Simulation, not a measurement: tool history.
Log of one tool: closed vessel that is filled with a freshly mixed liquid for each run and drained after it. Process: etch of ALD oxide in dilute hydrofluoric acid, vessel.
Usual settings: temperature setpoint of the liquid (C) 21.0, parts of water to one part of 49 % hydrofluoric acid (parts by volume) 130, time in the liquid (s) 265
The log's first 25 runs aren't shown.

run    hour  temperature setpoint of the liquid (C)  parts of water to one part of 49 % hydrofluoric acid (parts by volume)  time in the liquid (s)  wafers since the last listed run  hours since the thermometer was replaced  hours since the hydrofluoric acid flow meter was replaced  hours since the gauge calibration  read-back film thickness of the ALD oxide reference wafer, read on the same gauge (nm)  thickness taken off the ALD oxide on a monitor wafer (Å)
 26  2190.0                                    17.5                                                                      95                     150                              3530                                     428.9                                                     1055.9                              841.0                                                                                  119.99                                                     158.5
     2202.8  -- hydrofluoric acid flow meter replaced
 27  2251.6                                    21.0                                                                     130                     340                              3536                                     490.5                                                       48.8                              902.6                                                                                  119.98                                                     273.0
 28  2448.6                                    21.0                                                                     190                     265                             11495                                     687.5                                                      245.8                             1099.6                                                                                  119.99                                                     140.9
 29  2487.8                                    21.0                                                                     130                     265                              2287                                     726.7                                                      285.0                             1138.8                                                                                  119.98                                                     217.9
 30  2528.4                                    21.0                                                                     155                     265                              2369                                     767.3                                                      325.6                             1179.4                                                                                  119.99                                                     178.1
 31  2588.1                                    17.5                                                                      90                     375                              3483                                     827.0                                                      385.3                             1239.1                                                                                  120.01                                                     408.3
 32  2634.2                                    25.5                                                                     170                     420                              2690                                     873.1                                                      431.4                             1285.2                                                                                  120.04                                                     304.0
 33  2676.4                                    23.5                                                                     130                     265                              2462                                     915.3                                                      473.6                             1327.4                                                                                  119.99                                                     246.6

Forecast each of these 5 alternatives for the next run:
  A  2677.1                                    21.0                                                                     130                     265                                40                                     916.0                                                      474.3                             1328.1                                                                                       ?                                                         ?
  B  2677.1                                    21.0                                                                      65                     265                                40                                     916.0                                                      474.3                             1328.1                                                                                       ?                                                         ?
  C  2677.1                                    17.0                                                                     130                     265                                40                                     916.0                                                      474.3                             1328.1                                                                                       ?                                                         ?
  D  2677.1                                    21.0                                                                     130                     160                                40                                     916.0                                                      474.3                             1328.1                                                                                       ?                                                         ?
  E  2677.1                                    17.5                                                                     100                     425                                40                                     916.0                                                      474.3                             1328.1                                                                                       ?                                                         ?

run  read-back film thickness of the ALD oxide reference wafer, read on the same gauge (nm)  thickness taken off the ALD oxide on a monitor wafer (Å)
  A                                                                                  120.02                                                     220.5
  B                                                                                  120.02                                                     474.0
  C                                                                                  120.02                                                     187.3
  D                                                                                  120.02                                                     133.2
  E                                                                                  120.02                                                     410.8
Without the tool's hidden state the same runs would have given:
run  thickness taken off the ALD oxide on a monitor wafer (Å)
  A                                                     210.8
  B                                                     454.2
  C                                                     179.1
  D                                                     127.3
  E                                                     393.2

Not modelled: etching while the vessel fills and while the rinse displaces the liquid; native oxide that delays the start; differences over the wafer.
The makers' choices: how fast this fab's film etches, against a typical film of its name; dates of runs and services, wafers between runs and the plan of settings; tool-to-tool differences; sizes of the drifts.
